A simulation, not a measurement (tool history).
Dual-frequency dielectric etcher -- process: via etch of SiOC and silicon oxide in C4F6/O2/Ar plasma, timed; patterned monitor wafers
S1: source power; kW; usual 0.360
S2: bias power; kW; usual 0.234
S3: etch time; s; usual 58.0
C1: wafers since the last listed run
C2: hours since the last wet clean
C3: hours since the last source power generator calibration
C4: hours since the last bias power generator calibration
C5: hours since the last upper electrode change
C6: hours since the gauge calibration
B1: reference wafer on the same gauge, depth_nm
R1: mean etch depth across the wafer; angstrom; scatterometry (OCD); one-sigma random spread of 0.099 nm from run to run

| run | day | S1 | S2 | S3 | C1 | C2 | C3 | C4 | C5 | C6 | B1 | R1 |
|---|---|---|---|---|---|---|---|---|---|---|---|---|
| 1 | 0.000 | 0.360 | 0.234 | 58.0 | 0 | 220.7 | 3058.2 | 4731.7 | 3986.1 | 247.2 | 66.4 | 668 |
| 2 | 1.221 | 0.360 | 0.234 | 58.0 | 450 | 250.0 | 3087.5 | 4761.0 | 4015.4 | 276.5 | 66.4 | 668 |
| 3 | 2.579 | 0.360 | 0.234 | 58.0 | 501 | 282.6 | 3120.1 | 4793.6 | 4048.0 | 309.1 | 66.4 | 669 |
| 4 | 3.308 | 0.400 | 0.234 | 58.0 | 269 | 300.1 | 3137.6 | 4811.1 | 4065.5 | 326.6 | 66.4 | 700 |
| 5 | 4.688 | 0.400 | 0.234 | 58.0 | 508 | 333.2 | 3170.7 | 4844.2 | 4098.6 | 359.7 | 66.4 | 701 |
| 6 | 5.650 | 0.400 | 0.234 | 58.0 | 355 | 356.3 | 3193.8 | 4867.3 | 4121.7 | 382.8 | 66.4 | 701 |
| 7 | 7.100 | 0.380 | 0.234 | 58.0 | 535 | 391.1 | 3228.6 | 4902.1 | 4156.5 | 417.6 | 66.4 | 688 |
| 8 | 8.488 | 0.380 | 0.234 | 58.0 | 511 | 424.4 | 3261.9 | 4935.4 | 4189.8 | 450.9 | 66.4 | 686 |
|  | 10.504 | gauge calibrated |
|  | 11.629 | upper electrode replaced |
| 9 | 11.650 | 0.380 | 0.234 | 58.0 | 797 | 500.3 | 3337.8 | 5011.3 | 0.5 | 27.5 | 66.4 | 689 |
| 10 | 11.996 | 0.360 | 0.234 | 58.0 | 127 | 508.6 | 3346.1 | 5019.6 | 8.8 | 35.8 | 66.4 | 672 |
| 11 | 12.804 | 0.360 | 0.234 | 58.0 | 298 | 528.0 | 3365.5 | 5039.0 | 28.2 | 55.2 | 66.4 | 673 |
| 12 | 13.688 | 0.290 | 0.266 | 58.0 | 325 | 549.2 | 3386.7 | 5060.2 | 49.4 | 76.4 | 66.4 | 630 |
| 13 | 14.925 | 0.360 | 0.208 | 67.0 | 456 | 578.9 | 3416.4 | 5089.9 | 79.1 | 106.1 | 66.4 | 758 |
| 14 | 15.646 | 0.410 | 0.283 | 49.5 | 265 | 596.2 | 3433.7 | 5107.2 | 96.4 | 123.4 | 66.4 | 639 |
|  | 16.871 | bias power generator calibrated |
|  | 16.888 | wet clean of the chamber |
| 15 | 16.908 | 0.360 | 0.198 | 45.0 | 396 | 0.5 | 3464.0 | 0.9 | 126.7 | 153.7 | 66.4 | 494 |
| 16 | 17.892 | 0.360 | 0.234 | 58.0 | 362 | 24.1 | 3487.6 | 24.5 | 150.3 | 177.3 | 66.4 | 664 |
| 17 | 18.592 | 0.380 | 0.217 | 63.0 | 258 | 40.9 | 3504.4 | 41.3 | 167.1 | 194.1 | 66.4 | 726 |
|  | 19.529 | source power generator calibrated |
| 18 | 19.850 | 0.360 | 0.234 | 58.0 | 402 | 71.1 | 7.7 | 71.5 | 197.3 | 224.3 | 66.4 | 666 |
| 19 | 21.154 | 0.410 | 0.282 | 74.5 | 481 | 102.4 | 39.0 | 102.8 | 228.6 | 255.6 | 66.4 | 951 |
| 20 | 21.921 | 0.380 | 0.234 | 58.0 | 282 | 120.8 | 57.4 | 121.2 | 247.0 | 274.0 | 66.4 | 683 |
| 21 | 22.438 | 0.360 | 0.256 | 63.5 | 190 | 133.2 | 69.8 | 133.6 | 259.4 | 286.4 | 66.4 | 745 |
| 22 | 23.888 | 0.360 | 0.196 | 58.0 | 535 | 168.0 | 104.6 | 168.4 | 294.2 | 321.2 | 66.4 | 641 |
| 23 | 25.304 | 0.300 | 0.254 | 68.0 | 522 | 202.0 | 138.6 | 202.4 | 328.2 | 355.2 | 66.4 | 734 |

Entry by entry between the runs, the difference in hidden state between the last listed run before and the first listed run after:
After run 8, before run 9: gauge calibrated (day 10.504); upper electrode replaced (day 11.629)
  etch rate over this chamber's usual, %: 1.24 -> 1.45
  measured value less the no-hidden-state value, R1: +8 -> +10 angstrom
After run 14, before run 15: bias power generator calibrated (day 16.871); wet clean of the chamber (day 16.888)
  etch rate over this chamber's usual, %: 1.73 -> 0.0992
  measured value less the no-hidden-state value, R1: +11 -> +1 angstrom
After run 17, before run 18: source power generator calibrated (day 19.529)
  etch rate over this chamber's usual, %: 0.214 -> 0.3
  measured value less the no-hidden-state value, R1: +2 -> +2 angstrom
